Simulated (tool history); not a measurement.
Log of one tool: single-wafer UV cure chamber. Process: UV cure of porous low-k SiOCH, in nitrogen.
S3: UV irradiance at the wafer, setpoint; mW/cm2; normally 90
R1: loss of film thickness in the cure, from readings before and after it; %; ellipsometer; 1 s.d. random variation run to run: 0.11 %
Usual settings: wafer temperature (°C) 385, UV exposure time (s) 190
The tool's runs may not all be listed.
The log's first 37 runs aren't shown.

{"run": 38, "hour": 1039.6, "wafer temperature (°C)": 385, "UV exposure time (s)": 190, "S3": 90, "R1": 8.385}
{"hour": 1060.0, "done": "UV bulbs replaced"}
{"run": 39, "hour": 1068.8, "wafer temperature (°C)": 402, "UV exposure time (s)": 260, "S3": 105, "R1": 12.029}
{"run": 40, "hour": 1099.6, "wafer temperature (°C)": 385, "UV exposure time (s)": 190, "S3": 114, "R1": 10.659}
{"run": 41, "hour": 1128.6, "wafer temperature (°C)": 385, "UV exposure time (s)": 140, "S3": 90, "R1": 8.249}
{"run": 42, "hour": 1151.5, "wafer temperature (°C)": 385, "UV exposure time (s)": 135, "S3": 90, "R1": 8.131}
{"run": 43, "hour": 1184.1, "wafer temperature (°C)": 396, "UV exposure time (s)": 160, "S3": 90, "R1": 8.809}
{"run": 44, "hour": 1218.9, "wafer temperature (°C)": 385, "UV exposure time (s)": 190, "S3": 90, "R1": 9.232}
{"run": 45, "hour": 1250.3, "wafer temperature (°C)": 368, "UV exposure time (s)": 280, "S3": 65, "R1": 9.23}
{"hour": 1270.3, "done": "quartz window cleaned"}
{"run": 46, "hour": 1281.3, "wafer temperature (°C)": 385, "UV exposure time (s)": 275, "S3": 52, "R1": 9.036}
{"run": 47, "hour": 1298.8, "wafer temperature (°C)": 401, "UV exposure time (s)": 190, "S3": 90, "R1": 9.974}
{"run": 48, "hour": 1327.3, "wafer temperature (°C)": 403, "UV exposure time (s)": 130, "S3": 75, "R1": 7.675}
{"run": 49, "hour": 1358.3, "wafer temperature (°C)": 379, "UV exposure time (s)": 160, "S3": 90, "R1": 8.804}

What if the next run were any one of these 5? Each begins from the tool's condition after run 49:
{"run": "A", "hour": 1358.8, "wafer temperature (°C)": 385, "UV exposure time (s)": 190, "S3": 90, "R1": "?"}
{"run": "B", "hour": 1358.8, "wafer temperature (°C)": 376, "UV exposure time (s)": 190, "S3": 119, "R1": "?"}
{"run": "C", "hour": 1358.8, "wafer temperature (°C)": 385, "UV exposure time (s)": 190, "S3": 118, "R1": "?"}
{"run": "D", "hour": 1358.8, "wafer temperature (°C)": 385, "UV exposure time (s)": 160, "S3": 90, "R1": "?"}
{"run": "E", "hour": 1358.8, "wafer temperature (°C)": 385, "UV exposure time (s)": 90, "S3": 73, "R1": "?"}

run=A R1=9.340
run=B R1=10.357
run=C R1=10.477
run=D R1=8.639
run=E R1=5.642
Stripped of hidden state, with their random variation kept, the same runs would have yielded:
run=A R1=9.964
run=B R1=11.000
run=C R1=11.122
run=D R1=9.249
run=E R1=6.182
